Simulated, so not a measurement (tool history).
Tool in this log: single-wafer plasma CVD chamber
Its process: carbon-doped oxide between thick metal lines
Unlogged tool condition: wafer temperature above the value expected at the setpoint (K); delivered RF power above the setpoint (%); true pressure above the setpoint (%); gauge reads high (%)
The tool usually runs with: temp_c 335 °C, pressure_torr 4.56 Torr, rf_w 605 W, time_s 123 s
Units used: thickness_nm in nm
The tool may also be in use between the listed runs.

| run | hour | temp_c | pressure_torr | rf_w | time_s | wafers since the last listed run | hours since the last thermocouple change | hours since the last RF generator calibration | hours since the last manometer calibration | hours since the showerhead was replaced | hours since the gauge calibration | read-back reference wafer on the same gauge, thickness_nm | thickness_nm |
|---|---|---|---|---|---|---|---|---|---|---|---|---|---|
| 1 | 0 | 335 | 4.56 | 605 | 123 | 0 | 1665.7 | 1292.3 | 1992.3 | 6578.4 | 1377.7 | 725.982 | 679.754 |
| 2 | 57 | 335 | 4.56 | 605 | 123 | 537 | 1722.7 | 1349.3 | 2049.3 | 6635.4 | 1434.7 | 726.996 | 682.02 |
| 3 | 85.1 | 335 | 4.56 | 605 | 123 | 264 | 1750.8 | 1377.4 | 2077.4 | 6663.5 | 1462.8 | 725.692 | 679.18 |
|  | 102.4 | RF generator calibrated |
| 4 | 185.8 | 335 | 4.56 | 605 | 123 | 873 | 1851.5 | 83.4 | 2178.1 | 6764.2 | 1563.5 | 725.75 | 717.887 |
| 5 | 229.9 | 335 | 4.56 | 605 | 123 | 415 | 1895.6 | 127.5 | 2222.2 | 6808.3 | 1607.6 | 725.303 | 716.913 |
| 6 | 280.4 | 335 | 4.56 | 605 | 123 | 476 | 1946.1 | 178 | 2272.7 | 6858.8 | 1658.1 | 725.138 | 713.83 |
| 7 | 321.9 | 335 | 4.56 | 605 | 123 | 391 | 1987.6 | 219.5 | 2314.2 | 6900.3 | 1699.6 | 727.133 | 716.1 |
| 8 | 390 | 335 | 4.56 | 525 | 123 | 641 | 2055.7 | 287.6 | 2382.3 | 6968.4 | 1767.7 | 725.967 | 648.03 |
|  | 413.3 | capacitance manometer re-zeroed and calibrated |
| 9 | 444.1 | 326 | 3.59 | 500 | 146 | 434 | 2109.8 | 341.7 | 30.8 | 7022.5 | 1821.8 | 725.964 | 738.093 |
|  | 471 | thermocouple changed; heater temperature recalibrated |
|  | 594.1 | gauge calibrated |
| 10 | 647.4 | 335 | 4.56 | 605 | 123 | 1840 | 176.4 | 545 | 234.1 | 7225.8 | 53.3 | 724.712 | 718.711 |
| 11 | 699.1 | 340 | 5.63 | 710 | 106 | 487 | 228.1 | 596.7 | 285.8 | 7277.5 | 105 | 725.081 | 693.624 |
| 12 | 739.3 | 335 | 4.56 | 560 | 144 | 378 | 268.3 | 636.9 | 326 | 7317.7 | 145.2 | 725.836 | 793.443 |
| 13 | 794.2 | 328 | 3.47 | 665 | 139 | 517 | 323.2 | 691.8 | 380.9 | 7372.6 | 200.1 | 724.38 | 838.9 |
|  | 809 | showerhead replaced |
| 14 | 821.9 | 335 | 4.15 | 605 | 101 | 185 | 350.9 | 719.5 | 408.6 | 12.9 | 227.8 | 724.468 | 579.936 |
| 15 | 863.3 | 335 | 3.64 | 605 | 123 | 390 | 392.3 | 760.9 | 450 | 54.3 | 269.2 | 724.819 | 689.341 |
| 16 | 909 | 335 | 4.56 | 605 | 123 | 430 | 438 | 806.6 | 495.7 | 100 | 314.9 | 725.706 | 707.146 |
| 17 | 935.5 | 325 | 4.56 | 535 | 123 | 249 | 464.5 | 833.1 | 522.2 | 126.5 | 341.4 | 725.544 | 669.744 |
| 18 | 980 | 335 | 5.67 | 675 | 123 | 419 | 509 | 877.6 | 566.7 | 171 | 385.9 | 723.561 | 774.746 |
| 19 | 1044 | 343 | 5.18 | 530 | 111 | 603 | 573 | 941.6 | 630.7 | 235 | 449.9 | 727.434 | 578.462 |
| 20 | 1073.9 | 335 | 5.67 | 675 | 123 | 281 | 602.9 | 971.5 | 660.6 | 264.9 | 479.8 | 725.162 | 775.908 |
| 21 | 1111.2 | 335 | 5.07 | 605 | 138 | 351 | 640.2 | 1008.8 | 697.9 | 302.2 | 517.1 | 724.947 | 791.837 |
| 22 | 1160 | 343 | 5.18 | 530 | 111 | 459 | 689 | 1057.6 | 746.7 | 351 | 565.9 | 724.309 | 578.034 |
| 23 | 1212.7 | 335 | 4.93 | 605 | 102 | 496 | 741.7 | 1110.3 | 799.4 | 403.7 | 618.6 | 726.953 | 583.294 |
| 24 | 1255.6 | 335 | 5.68 | 605 | 102 | 404 | 784.6 | 1153.2 | 842.3 | 446.6 | 661.5 | 724.636 | 592.092 |
|  | 1328.3 | RF generator calibrated |
| 25 | 1363.3 | 335 | 4.26 | 605 | 123 | 939 | 892.3 | 35 | 950 | 554.3 | 769.2 | 726.213 | 700.14 |
| 26 | 1420.6 | 335 | 4.56 | 605 | 123 | 540 | 949.6 | 92.3 | 1007.3 | 611.6 | 826.5 | 724.398 | 710.723 |
| 27 | 1488.6 | 335 | 3.6 | 655 | 123 | 640 | 1017.6 | 160.3 | 1075.3 | 679.6 | 894.5 | 725.491 | 730.55 |
| 28 | 1683 | 335 | 5.44 | 605 | 143 | 1832 | 1212 | 354.7 | 1269.7 | 874 | 1088.9 | 725.884 | 846.317 |

Consider 4 possible next runs. They are alternatives, not a sequence: every one starts from the tool as it was left by run 28. What does each give?
| A | 1683.4 | 322 | 4.56 | 605 | 123 | 3 | 1212.4 | 355.1 | 1270.1 | 874.4 | 1089.3 | ? | ? |
| B | 1683.4 | 335 | 5.02 | 515 | 123 | 3 | 1212.4 | 355.1 | 1270.1 | 874.4 | 1089.3 | ? | ? |
| C | 1683.4 | 335 | 3.45 | 710 | 123 | 3 | 1212.4 | 355.1 | 1270.1 | 874.4 | 1089.3 | ? | ? |
| D | 1683.4 | 335 | 4.56 | 570 | 144 | 3 | 1212.4 | 355.1 | 1270.1 | 874.4 | 1089.3 | ? | ? |

| run | read-back reference wafer on the same gauge, thickness_nm | thickness_nm |
|---|---|---|
| A | 724.22 | 731.084 |
| B | 724.22 | 641.488 |
| C | 724.22 | 754.429 |
| D | 724.22 | 793.405 |
Without the tool's unlogged condition, the same runs would have read:
| run | thickness_nm |
|---|---|
| A | 741.614 |
| B | 651.112 |
| C | 764.983 |
| D | 804.832 |
